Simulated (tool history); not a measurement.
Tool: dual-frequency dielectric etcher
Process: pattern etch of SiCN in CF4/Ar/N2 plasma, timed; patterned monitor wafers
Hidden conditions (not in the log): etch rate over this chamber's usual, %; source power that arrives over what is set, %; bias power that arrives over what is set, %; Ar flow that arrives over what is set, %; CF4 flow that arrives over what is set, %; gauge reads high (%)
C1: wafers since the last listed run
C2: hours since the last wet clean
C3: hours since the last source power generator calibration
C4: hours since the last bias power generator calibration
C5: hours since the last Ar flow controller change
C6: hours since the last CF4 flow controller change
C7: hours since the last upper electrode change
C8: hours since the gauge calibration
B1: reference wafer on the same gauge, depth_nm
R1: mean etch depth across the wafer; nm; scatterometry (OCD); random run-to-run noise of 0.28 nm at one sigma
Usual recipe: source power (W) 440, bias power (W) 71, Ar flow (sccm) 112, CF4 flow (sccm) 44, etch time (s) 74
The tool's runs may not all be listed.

Run 1, hour 0: usual settings; C1 0; C2 0.5; C3 136.3; C4 2425; C5 4048.5; C6 5731; C7 176.6; C8 282.5; B1 65.2. Result: R1 59.3 nm.
At hour 56.9: CF4 flow controller replaced.
Run 2, hour 71.3: usual settings but source power (W) 370, bias power (W) 81, CF4 flow (sccm) 55; C1 739; C2 71.8; C3 207.6; C4 2496.3; C5 4119.8; C6 14.4; C7 247.9; C8 353.8; B1 65.3. Result: R1 54.9 nm.
Run 3, hour 120: usual settings but source power (W) 480, CF4 flow (sccm) 50; C1 551; C2 120.5; C3 256.3; C4 2545; C5 4168.5; C6 63.1; C7 296.6; C8 402.5; B1 65.3. Result: R1 66.9 nm.
Run 4, hour 167: usual settings but bias power (W) 82, etch time (s) 61.5; C1 531; C2 167.5; C3 303.3; C4 2592; C5 4215.5; C6 110.1; C7 343.6; C8 449.5; B1 65.2. Result: R1 52.6 nm.
At hour 173: Ar flow controller replaced.
Run 5, hour 224.8: usual settings but bias power (W) 80; C1 586; C2 225.3; C3 361.1; C4 2649.8; C5 51.8; C6 167.9; C7 401.4; C8 507.3; B1 65.2. Result: R1 61.6 nm.
Run 6, hour 290.3: usual settings but source power (W) 490, CF4 flow (sccm) 37; C1 741; C2 290.8; C3 426.6; C4 2715.3; C5 117.3; C6 233.4; C7 466.9; C8 572.8; B1 65.2. Result: R1 63 nm.
At hour 337.3: bias power generator calibrated.
Run 7, hour 352.7: usual settings but Ar flow (sccm) 124, etch time (s) 58.5; C1 660; C2 353.2; C3 489; C4 15.4; C5 179.7; C6 295.8; C7 529.3; C8 635.2; B1 65.2. Result: R1 48.4 nm.
Run 8, hour 379.8: usual settings; C1 306; C2 380.3; C3 516.1; C4 42.5; C5 206.8; C6 322.9; C7 556.4; C8 662.3; B1 65.1. Result: R1 61.5 nm.
Run 9, hour 448.5: usual settings but bias power (W) 86, CF4 flow (sccm) 52; C1 777; C2 449; C3 584.8; C4 111.2; C5 275.5; C6 391.6; C7 625.1; C8 731; B1 65.2. Result: R1 70 nm.
Run 10, hour 483.5: usual settings; C1 396; C2 484; C3 619.8; C4 146.2; C5 310.5; C6 426.6; C7 660.1; C8 766; B1 65.2. Result: R1 61.9 nm.
Run 11, hour 518.8: usual settings; C1 399; C2 519.3; C3 655.1; C4 181.5; C5 345.8; C6 461.9; C7 695.4; C8 801.3; B1 65.1. Result: R1 61.9 nm.
At hour 588.3: bias power generator calibrated, repeated, since the last time left the tool worse.
Run 12, hour 588.8: usual settings; C1 746; C2 589.3; C3 725.1; C4 0.5; C5 415.8; C6 531.9; C7 765.4; C8 871.3; B1 65.3. Result: R1 60.3 nm.
At hour 627.9: wet clean of the chamber.
Run 13, hour 647.3: usual settings; C1 390; C2 19.4; C3 783.6; C4 59; C5 474.3; C6 590.4; C7 823.9; C8 929.8; B1 65.2. Result: R1 60.5 nm.
Run 14, hour 690.8: usual settings but Ar flow (sccm) 89, CF4 flow (sccm) 34, etch time (s) 66.5; C1 492; C2 62.9; C3 827.1; C4 102.5; C5 517.8; C6 633.9; C7 867.4; C8 973.3; B1 65.1. Result: R1 51.2 nm.
Run 15, hour 734.7: usual settings but bias power (W) 61, Ar flow (sccm) 95; C1 496; C2 106.8; C3 871; C4 146.4; C5 561.7; C6 677.8; C7 911.3; C8 1017.2; B1 65.1. Result: R1 56.9 nm.
Run 16, hour 765.2: usual settings but bias power (W) 82; C1 345; C2 137.3; C3 901.5; C4 176.9; C5 592.2; C6 708.3; C7 941.8; C8 1047.7; B1 65.1. Result: R1 64 nm.
Run 17, hour 800.7: usual settings but bias power (W) 86, Ar flow (sccm) 133, CF4 flow (sccm) 54, etch time (s) 54; C1 401; C2 172.8; C3 937; C4 212.4; C5 627.7; C6 743.8; C7 977.3; C8 1083.2; B1 65.1. Result: R1 48.7 nm.
Run 18, hour 860.1: usual settings but source power (W) 520, bias power (W) 80, CF4 flow (sccm) 49, etch time (s) 60.5; C1 672; C2 232.2; C3 996.4; C4 271.8; C5 687.1; C6 803.2; C7 1036.7; C8 1142.6; B1 65.2. Result: R1 63.1 nm.
Run 19, hour 884.6: usual settings but Ar flow (sccm) 96; C1 277; C2 256.7; C3 1020.9; C4 296.3; C5 711.6; C6 827.7; C7 1061.2; C8 1167.1; B1 65.2. Result: R1 60.8 nm.
Run 20, hour 990.8: usual settings but source power (W) 370, bias power (W) 66; C1 1201; C2 362.9; C3 1127.1; C4 402.5; C5 817.8; C6 933.9; C7 1167.4; C8 1273.3; B1 65.2. Result: R1 48 nm.

Branching from run 20: 5 alternative next runs. What would each branch give?
Run A, hour 991.2: usual settings but CF4 flow (sccm) 35; C1 4; C2 363.3; C3 1127.5; C4 402.9; C5 818.2; C6 934.3; C7 1167.8; C8 1273.7; B1 ?. Result: R1 ?.
Run B, hour 991.2: usual settings but bias power (W) 66, CF4 flow (sccm) 37; C1 4; C2 363.3; C3 1127.5; C4 402.9; C5 818.2; C6 934.3; C7 1167.8; C8 1273.7; B1 ?. Result: R1 ?.
Run C, hour 991.2: usual settings but source power (W) 350, bias power (W) 77, Ar flow (sccm) 122, etch time (s) 62; C1 4; C2 363.3; C3 1127.5; C4 402.9; C5 818.2; C6 934.3; C7 1167.8; C8 1273.7; B1 ?. Result: R1 ?.
Run D, hour 991.2: usual settings but bias power (W) 59, Ar flow (sccm) 134; C1 4; C2 363.3; C3 1127.5; C4 402.9; C5 818.2; C6 934.3; C7 1167.8; C8 1273.7; B1 ?. Result: R1 ?.
Run E, hour 991.2: usual settings but source power (W) 550, bias power (W) 63, Ar flow (sccm) 122, etch time (s) 80.5; C1 4; C2 363.3; C3 1127.5; C4 402.9; C5 818.2; C6 934.3; C7 1167.8; C8 1273.7; B1 ?. Result: R1 ?.

run    B1    R1
  A  65.2  56.3
  B  65.2  55.3
  C  65.2  40.4
  D  65.2  54.2
  E  65.2  77.2
Had the tool no hidden state, the same runs would have come out as:
run    R1
  A  56.3
  B  55.4
  C  40.4
  D  54.2
  E  77.2
